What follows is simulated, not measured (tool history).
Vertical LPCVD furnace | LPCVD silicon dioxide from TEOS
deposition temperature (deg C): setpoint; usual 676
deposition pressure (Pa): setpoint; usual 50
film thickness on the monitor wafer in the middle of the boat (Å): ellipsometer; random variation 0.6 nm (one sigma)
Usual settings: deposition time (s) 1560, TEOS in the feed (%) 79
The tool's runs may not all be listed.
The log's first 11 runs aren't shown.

run,day,deposition temperature (deg C),deposition pressure (Pa),deposition time (s),TEOS in the feed (%),wafers since the last listed run,hours since the last temperature calibration,hours since the pressure gauge was zeroed,hours since the TEOS flow controller was replaced,hours since the gauge calibration,"read-back reference wafer on the same gauge, thickness",film thickness on the monitor wafer in the middle of the boat (Å)
# day 23.071: gauge calibrated
12,23.162,679,50,1560,79,448,1509.7,413.7,74.6,2.2,119.1,1456.4
13,24.604,687,50,960,79,538,1544.3,448.3,109.2,36.8,119.09,1087
14,27.271,671,38,1860,69,996,1608.3,512.3,173.2,100.8,119.04,1173.7
15,28.3,666,50,1770,79,384,1633,537,197.9,125.5,119.02,1200.3
16,29.646,684,58,1560,79,503,1665.3,569.3,230.2,157.8,118.88,1770
17,31.104,668,50,1560,66,545,1700.3,604.3,265.2,192.8,119.18,1016.9
18,33.017,688,50,1560,79,715,1746.2,650.2,311.1,238.7,119.18,1823.1
19,34.788,676,50,1560,92,662,1788.7,692.7,353.6,281.2,119.04,1459.3
# day 38.308: thermocouples replaced and temperature profile calibrated
20,38.329,676,38.7,1410,79,950,0.5,777.7,438.6,366.2,119.17,1063.8
21,39.158,676,50,1800,79,309,20.4,797.6,458.5,386.1,118.93,1535.8
22,41.742,676,50,1560,79,965,82.4,859.6,520.5,448.1,119.03,1317.2
23,44.146,676,50,1950,79,898,140.1,917.3,578.2,505.8,119.09,1663.3
24,45.638,676,50,1560,86,557,175.9,953.1,614,541.6,118.89,1380.5
25,48.579,676,50,1560,74,1099,246.5,1023.7,684.6,612.2,119.16,1291.3
26,51.442,676,50,1560,79,1070,315.2,1092.4,753.3,680.9,118.86,1328.6
27,53.525,676,50,1560,79,778,365.2,1142.4,803.3,730.9,118.99,1330.2
28,56.296,676,50,1560,73,1035,431.7,1208.9,869.8,797.4,118.99,1286.8
29,57.921,676,50,1710,79,607,470.7,1247.9,908.8,836.4,118.92,1453.5
30,60.171,676,50,1560,79,841,524.7,1301.9,962.8,890.4,118.98,1332.9

5 ways to go on from here, each from the tool as it stands after run 30. What would each give?
A,60.379,676,50,1560,79,77,529.7,1306.9,967.8,895.4,?,?
B,60.379,669,46,1890,67,77,529.7,1306.9,967.8,895.4,?,?
C,60.379,676,50,1170,79,77,529.7,1306.9,967.8,895.4,?,?
D,60.379,687,50,1560,85,77,529.7,1306.9,967.8,895.4,?,?
E,60.379,666,54.7,1350,79,77,529.7,1306.9,967.8,895.4,?,?

run,"read-back reference wafer on the same gauge, thickness",film thickness on the monitor wafer in the middle of the boat (Å)
A,119.35,1346.3
B,119.35,1212.6
C,119.35,1009.7
D,119.35,1821.7
E,119.35,951.5
Without the tool's hidden state the same runs would have given:
run,film thickness on the monitor wafer in the middle of the boat (Å)
A,1335.6
B,1202.9
C,1001.7
D,1807.6
E,943.8

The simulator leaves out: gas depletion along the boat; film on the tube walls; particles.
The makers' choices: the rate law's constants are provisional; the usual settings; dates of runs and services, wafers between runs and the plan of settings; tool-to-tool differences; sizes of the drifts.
